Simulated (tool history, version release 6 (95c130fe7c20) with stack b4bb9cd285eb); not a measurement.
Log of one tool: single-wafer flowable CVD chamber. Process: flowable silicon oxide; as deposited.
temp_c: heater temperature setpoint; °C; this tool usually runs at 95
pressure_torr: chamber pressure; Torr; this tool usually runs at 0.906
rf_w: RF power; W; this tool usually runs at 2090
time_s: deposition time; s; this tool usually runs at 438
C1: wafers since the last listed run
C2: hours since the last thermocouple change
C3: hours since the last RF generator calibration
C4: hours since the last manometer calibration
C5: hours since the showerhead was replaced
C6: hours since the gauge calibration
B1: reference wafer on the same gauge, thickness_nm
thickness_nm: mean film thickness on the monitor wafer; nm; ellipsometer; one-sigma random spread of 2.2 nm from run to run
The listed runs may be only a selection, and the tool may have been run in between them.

run 1 day=0 | temp_c=98 pressure_torr=0.906 rf_w=2090 time_s=376 | C1=0 C2=1610.8 C3=1429.7 C4=790.9 C5=4684.1 C6=389.7 | B1=426.116 | thickness_nm=312.479
run 2 day=1.15 | temp_c=98 pressure_torr=0.906 rf_w=2090 time_s=376 | C1=103 C2=1638.4 C3=1457.3 C4=818.5 C5=4711.7 C6=417.3 | B1=426.12 | thickness_nm=310.581
run 3 day=3.338 | temp_c=95 pressure_torr=0.906 rf_w=2090 time_s=477 | C1=197 C2=1690.9 C3=1509.8 C4=871 C5=4764.2 C6=469.8 | B1=425.289 | thickness_nm=440.562
run 4 day=6.012 | temp_c=95 pressure_torr=0.906 rf_w=2090 time_s=477 | C1=241 C2=1755.1 C3=1574 C4=935.2 C5=4828.4 C6=534 | B1=426.638 | thickness_nm=440.777
run 5 day=11.375 | temp_c=95 pressure_torr=0.906 rf_w=2090 time_s=477 | C1=483 C2=1883.8 C3=1702.7 C4=1063.9 C5=4957.1 C6=662.7 | B1=426.374 | thickness_nm=437.79
run 6 day=14.212 | temp_c=95 pressure_torr=0.851 rf_w=2090 time_s=438 | C1=255 C2=1951.9 C3=1770.8 C4=1132 C5=5025.2 C6=730.8 | B1=426.335 | thickness_nm=381.409
run 7 day=16.558 | temp_c=95 pressure_torr=0.906 rf_w=2090 time_s=438 | C1=211 C2=2008.2 C3=1827.1 C4=1188.3 C5=5081.5 C6=787.1 | B1=425.83 | thickness_nm=408.5
run 8 day=19.262 | temp_c=95 pressure_torr=0.906 rf_w=2090 time_s=438 | C1=243 C2=2073.1 C3=1892 C4=1253.2 C5=5146.4 C6=852 | B1=427.271 | thickness_nm=411.999
run 9 day=20.521 | temp_c=95 pressure_torr=0.906 rf_w=2090 time_s=438 | C1=113 C2=2103.3 C3=1922.2 C4=1283.4 C5=5176.6 C6=882.2 | B1=426.044 | thickness_nm=409.068
run 10 day=21.833 | temp_c=95 pressure_torr=0.906 rf_w=2090 time_s=438 | C1=118 C2=2134.8 C3=1953.7 C4=1314.9 C5=5208.1 C6=913.7 | B1=426.841 | thickness_nm=411.024
-- day=21.996 gauge calibrated
run 11 day=23.988 | temp_c=87 pressure_torr=0.906 rf_w=2090 time_s=438 | C1=194 C2=2186.5 C3=2005.4 C4=1366.6 C5=5259.8 C6=47.8 | B1=426.309 | thickness_nm=529.587
-- day=24.908 thermocouple changed; heater temperature recalibrated
-- day=26.538 capacitance manometer re-zeroed and calibrated
run 12 day=26.708 | temp_c=101 pressure_torr=0.906 rf_w=2090 time_s=438 | C1=185 C2=43.2 C3=2070.7 C4=4.1 C5=5325.1 C6=113.1 | B1=427.58 | thickness_nm=356.014
run 13 day=29.058 | temp_c=95 pressure_torr=1.014 rf_w=1970 time_s=413 | C1=211 C2=99.6 C3=2127.1 C4=60.5 C5=5381.5 C6=169.5 | B1=425.156 | thickness_nm=451.922
-- day=31.079 showerhead replaced
run 14 day=31.1 | temp_c=105 pressure_torr=0.791 rf_w=2090 time_s=382 | C1=153 C2=148.6 C3=2176.1 C4=109.5 C5=0.5 C6=218.5 | B1=425.223 | thickness_nm=237.642
run 15 day=33.242 | temp_c=95 pressure_torr=0.906 rf_w=2090 time_s=438 | C1=193 C2=200 C3=2227.5 C4=160.9 C5=51.9 C6=269.9 | B1=425.698 | thickness_nm=433.139
run 16 day=34.446 | temp_c=85 pressure_torr=0.817 rf_w=1800 time_s=438 | C1=108 C2=228.9 C3=2256.4 C4=189.8 C5=80.8 C6=298.8 | B1=425.059 | thickness_nm=518.156
run 17 day=37.221 | temp_c=110 pressure_torr=0.906 rf_w=2090 time_s=438 | C1=250 C2=295.5 C3=2323 C4=256.4 C5=147.4 C6=365.4 | B1=425.782 | thickness_nm=262.011
-- day=38.562 capacitance manometer re-zeroed and calibrated, repeated, since the last time left the tool worse
-- day=39.421 RF generator calibrated
run 18 day=39.442 | temp_c=81 pressure_torr=0.845 rf_w=2090 time_s=438 | C1=140 C2=348.8 C3=0.5 C4=21.1 C5=200.7 C6=418.7 | B1=426.197 | thickness_nm=565.068
run 19 day=41.029 | temp_c=101 pressure_torr=0.699 rf_w=2385 time_s=497 | C1=143 C2=386.9 C3=38.6 C4=59.2 C5=238.8 C6=456.8 | B1=426.463 | thickness_nm=289.808
run 20 day=42.129 | temp_c=95 pressure_torr=0.906 rf_w=2090 time_s=438 | C1=99 C2=413.3 C3=65 C4=85.6 C5=265.2 C6=483.2 | B1=426.015 | thickness_nm=398.125
run 21 day=43.262 | temp_c=95 pressure_torr=0.906 rf_w=2090 time_s=438 | C1=102 C2=440.5 C3=92.2 C4=112.8 C5=292.4 C6=510.4 | B1=424.956 | thickness_nm=394.166
run 22 day=46.079 | temp_c=95 pressure_torr=0.906 rf_w=1915 time_s=476 | C1=253 C2=508.1 C3=159.8 C4=180.4 C5=360 C6=578 | B1=425.251 | thickness_nm=419.162
run 23 day=47.858 | temp_c=105 pressure_torr=0.906 rf_w=1895 time_s=387 | C1=160 C2=550.8 C3=202.5 C4=223.1 C5=402.7 C6=620.7 | B1=426.517 | thickness_nm=247.257
run 24 day=49.812 | temp_c=95 pressure_torr=0.906 rf_w=2090 time_s=438 | C1=176 C2=597.7 C3=249.4 C4=270 C5=449.6 C6=667.6 | B1=426.089 | thickness_nm=398.712

Entry by entry between the runs, the difference in hidden state between the last listed run before and the first listed run after:
Run 10 -> run 11: gauge calibrated (day 21.996)
  true pressure above the setpoint (%): 4.77 -> 5.12
  measured minus no-state result, thickness_nm: +18.778 -> +25.874 nm
Run 11 -> run 12: thermocouple changed; heater temperature recalibrated (day 24.908); capacitance manometer re-zeroed and calibrated (day 26.538)
  true pressure above the setpoint (%): 5.12 -> 10.2
  measured minus no-state result, thickness_nm: +25.874 -> +33.164 nm
Run 13 -> run 14: showerhead replaced (day 31.079)
  nothing in the hidden state changes from one run to the other
  measured minus no-state result, thickness_nm: +40.612 -> +23.255 nm
Run 17 -> run 18: capacitance manometer re-zeroed and calibrated, repeated, since the last time left the tool worse (day 38.562); RF generator calibrated (day 39.421)
  true pressure above the setpoint (%): 10.4 -> 0.718
  measured minus no-state result, thickness_nm: +24.767 -> +4.228 nm
